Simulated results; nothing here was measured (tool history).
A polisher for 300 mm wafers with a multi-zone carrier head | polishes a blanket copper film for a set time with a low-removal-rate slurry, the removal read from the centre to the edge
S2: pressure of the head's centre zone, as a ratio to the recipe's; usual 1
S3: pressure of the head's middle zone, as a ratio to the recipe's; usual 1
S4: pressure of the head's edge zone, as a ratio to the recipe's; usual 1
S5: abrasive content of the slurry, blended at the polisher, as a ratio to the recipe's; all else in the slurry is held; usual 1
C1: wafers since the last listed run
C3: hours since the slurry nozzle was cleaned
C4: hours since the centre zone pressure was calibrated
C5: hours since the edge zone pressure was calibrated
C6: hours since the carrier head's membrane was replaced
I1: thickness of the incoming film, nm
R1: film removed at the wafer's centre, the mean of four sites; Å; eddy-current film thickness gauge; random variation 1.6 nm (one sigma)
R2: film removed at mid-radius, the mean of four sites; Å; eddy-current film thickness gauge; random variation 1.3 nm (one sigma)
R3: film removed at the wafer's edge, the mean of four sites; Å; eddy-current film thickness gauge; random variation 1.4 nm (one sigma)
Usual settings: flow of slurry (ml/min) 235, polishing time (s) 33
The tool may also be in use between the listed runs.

run 1 hour=0 | flow_of_slurry_(ml/min)=235 S2=1 S3=1 S4=1 S5=1 polishing_time_(s)=33 | C1=0 wafers_polished_on_this_pad=1207 C3=574 C4=420.7 C5=327.6 C6=671.2 | I1=989.6 | R1=1328 R2=1358 R3=1309
-- hour=129.8 slurry nozzle cleaned
-- hour=147.7 centre zone pressure recalibrated
run 2 hour=168.4 | flow_of_slurry_(ml/min)=235 S2=1 S3=1 S4=1 S5=1 polishing_time_(s)=33 | C1=1769 wafers_polished_on_this_pad=2976 C3=38.6 C4=20.7 C5=496 C6=839.6 | I1=975.8 | R1=1290 R2=1319 R3=1294
-- hour=179.7 edge zone pressure recalibrated
run 3 hour=231.2 | flow_of_slurry_(ml/min)=235 S2=1 S3=1 S4=1 S5=1 polishing_time_(s)=33 | C1=650 wafers_polished_on_this_pad=3627 C3=101.4 C4=83.5 C5=51.5 C6=902.4 | I1=989.7 | R1=1291 R2=1292 R3=1282
-- hour=469 worn pad replaced by a new one
run 4 hour=471.5 | flow_of_slurry_(ml/min)=235 S2=1 S3=1 S4=1 S5=1 polishing_time_(s)=33 | C1=2528 wafers_polished_on_this_pad=26 C3=341.7 C4=323.8 C5=291.8 C6=1142.7 | I1=1004.4 | R1=1378 R2=1424 R3=1359
-- hour=645.9 edge zone pressure recalibrated
-- hour=675.8 centre zone pressure recalibrated
run 5 hour=759.8 | flow_of_slurry_(ml/min)=235 S2=1 S3=1 S4=1 S5=1 polishing_time_(s)=33 | C1=3041 wafers_polished_on_this_pad=3068 C3=630 C4=84 C5=113.9 C6=1431 | I1=984.9 | R1=1303 R2=1311 R3=1284
-- hour=777.7 slurry nozzle cleaned
run 6 hour=858.1 | flow_of_slurry_(ml/min)=165 S2=0.92 S3=1 S4=1 S5=1 polishing_time_(s)=33 | C1=1041 wafers_polished_on_this_pad=4109 C3=80.4 C4=182.3 C5=212.2 C6=1529.3 | I1=1002.6 | R1=1116 R2=1228 R3=1229
run 7 hour=900.6 | flow_of_slurry_(ml/min)=235 S2=1.06 S3=1 S4=1 S5=1 polishing_time_(s)=29 | C1=454 wafers_polished_on_this_pad=4564 C3=122.9 C4=224.8 C5=254.7 C6=1571.8 | I1=982.3 | R1=1179 R2=1166 R3=1117
run 8 hour=973.3 | flow_of_slurry_(ml/min)=235 S2=1 S3=1 S4=1 S5=1 polishing_time_(s)=33 | C1=777 wafers_polished_on_this_pad=5342 C3=195.6 C4=297.5 C5=327.4 C6=1644.5 | I1=989.5 | R1=1292 R2=1295 R3=1260
-- hour=1011.5 worn pad replaced by a new one
run 9 hour=1078.7 | flow_of_slurry_(ml/min)=275 S2=1.1 S3=1 S4=0.9 S5=1 polishing_time_(s)=33 | C1=1084 wafers_polished_on_this_pad=719 C3=301 C4=402.9 C5=432.8 C6=1749.9 | I1=989.7 | R1=1533 R2=1400 R3=1291
run 10 hour=1124.6 | flow_of_slurry_(ml/min)=235 S2=1.08 S3=1 S4=1 S5=0.85 polishing_time_(s)=33 | C1=491 wafers_polished_on_this_pad=1210 C3=346.9 C4=448.8 C5=478.7 C6=1795.8 | I1=991.4 | R1=1400 R2=1314 R3=1280
run 11 hour=1187.1 | flow_of_slurry_(ml/min)=235 S2=0.92 S3=1 S4=1 S5=1 polishing_time_(s)=33 | C1=668 wafers_polished_on_this_pad=1879 C3=409.4 C4=511.3 C5=541.2 C6=1858.3 | I1=998.9 | R1=1213 R2=1338 R3=1291
-- hour=1222.5 carrier head's membrane replaced by a new one
-- hour=1226.5 edge zone pressure recalibrated
run 12 hour=1249 | flow_of_slurry_(ml/min)=235 S2=1 S3=1 S4=1 S5=1 polishing_time_(s)=33 | C1=587 wafers_polished_on_this_pad=2466 C3=471.3 C4=573.2 C5=22.5 C6=26.5 | I1=988.6 | R1=1275 R2=1336 R3=1274
-- hour=1274.9 centre zone pressure recalibrated
run 13 hour=1325.6 | flow_of_slurry_(ml/min)=175 S2=1 S3=1 S4=1 S5=0.9 polishing_time_(s)=33 | C1=798 wafers_polished_on_this_pad=3264 C3=547.9 C4=50.7 C5=99.1 C6=103.1 | I1=1004.6 | R1=1201 R2=1249 R3=1218
run 14 hour=1397.5 | flow_of_slurry_(ml/min)=235 S2=1 S3=1 S4=0.97 S5=1 polishing_time_(s)=33 | C1=769 wafers_polished_on_this_pad=4034 C3=619.8 C4=122.6 C5=171 C6=175 | I1=989.7 | R1=1287 R2=1301 R3=1255
run 15 hour=1448.4 | flow_of_slurry_(ml/min)=235 S2=1 S3=1 S4=1 S5=1 polishing_time_(s)=33 | C1=544 wafers_polished_on_this_pad=4578 C3=670.7 C4=173.5 C5=221.9 C6=225.9 | I1=1001.8 | R1=1281 R2=1309 R3=1247
-- hour=1516.3 worn pad replaced by a new one
-- hour=1529.2 slurry nozzle cleaned
run 16 hour=1540.6 | flow_of_slurry_(ml/min)=265 S2=1 S3=0.89 S4=1.08 S5=1 polishing_time_(s)=33 | C1=932 wafers_polished_on_this_pad=248 C3=11.4 C4=265.7 C5=314.1 C6=318.1 | I1=978 | R1=1346 R2=1287 R3=1412
run 17 hour=1642.7 | flow_of_slurry_(ml/min)=235 S2=1.05 S3=1 S4=1 S5=0.9 polishing_time_(s)=33 | C1=1092 wafers_polished_on_this_pad=1341 C3=113.5 C4=367.8 C5=416.2 C6=420.2 | I1=1008.2 | R1=1349 R2=1331 R3=1261
run 18 hour=1723 | flow_of_slurry_(ml/min)=290 S2=1 S3=0.92 S4=1 S5=1 polishing_time_(s)=22 | C1=859 wafers_polished_on_this_pad=2200 C3=193.8 C4=448.1 C5=496.5 C6=500.5 | I1=993.6 | R1=869 R2=856 R3=846
run 19 hour=1769.9 | flow_of_slurry_(ml/min)=235 S2=1 S3=1.04 S4=1 S5=1 polishing_time_(s)=33 | C1=501 wafers_polished_on_this_pad=2702 C3=240.7 C4=495 C5=543.4 C6=547.4 | I1=984.2 | R1=1247 R2=1314 R3=1268
-- hour=1794.8 centre zone pressure recalibrated
-- hour=1797.7 edge zone pressure recalibrated
run 20 hour=1858.2 | flow_of_slurry_(ml/min)=235 S2=0.93 S3=1.06 S4=1 S5=1 polishing_time_(s)=36 | C1=901 wafers_polished_on_this_pad=3604 C3=329 C4=63.4 C5=60.5 C6=635.7 | I1=991 | R1=1289 R2=1457 R3=1368

5 ways to go on from here, each from the tool as it stands after run 20. What would each give?
run A hour=1858.6 | flow_of_slurry_(ml/min)=235 S2=1 S3=1 S4=1 S5=1 polishing_time_(s)=37 | C1=4 wafers_polished_on_this_pad=3608 C3=329.4 C4=63.8 C5=60.9 C6=636.1 | I1=1006 | R1=? R2=? R3=?
run B hour=1858.6 | flow_of_slurry_(ml/min)=235 S2=1 S3=0.97 S4=0.96 S5=0.85 polishing_time_(s)=24 | C1=4 wafers_polished_on_this_pad=3608 C3=329.4 C4=63.8 C5=60.9 C6=636.1 | I1=1006 | R1=? R2=? R3=?
run C hour=1858.6 | flow_of_slurry_(ml/min)=235 S2=1 S3=1.06 S4=1 S5=1 polishing_time_(s)=39 | C1=4 wafers_polished_on_this_pad=3608 C3=329.4 C4=63.8 C5=60.9 C6=636.1 | I1=1006 | R1=? R2=? R3=?
run D hour=1858.6 | flow_of_slurry_(ml/min)=180 S2=0.88 S3=1.04 S4=1 S5=1.1 polishing_time_(s)=33 | C1=4 wafers_polished_on_this_pad=3608 C3=329.4 C4=63.8 C5=60.9 C6=636.1 | I1=1006 | R1=? R2=? R3=?
run E hour=1858.6 | flow_of_slurry_(ml/min)=235 S2=1 S3=1.11 S4=0.93 S5=1 polishing_time_(s)=30 | C1=4 wafers_polished_on_this_pad=3608 C3=329.4 C4=63.8 C5=60.9 C6=636.1 | I1=1006 | R1=? R2=? R3=?

run=A R1=1407 R2=1441 R3=1389
run=B R1=889 R2=893 R3=864
run=C R1=1483 R2=1577 R3=1463
run=D R1=1087 R2=1284 R3=1219
run=E R1=1141 R2=1250 R3=1093
Without the tool's hidden state the same runs would have given:
run=A R1=1559 R2=1597 R3=1539
run=B R1=985 R2=990 R3=957
run=C R1=1644 R2=1748 R3=1621
run=D R1=1204 R2=1423 R3=1351
run=E R1=1265 R2=1386 R3=1212
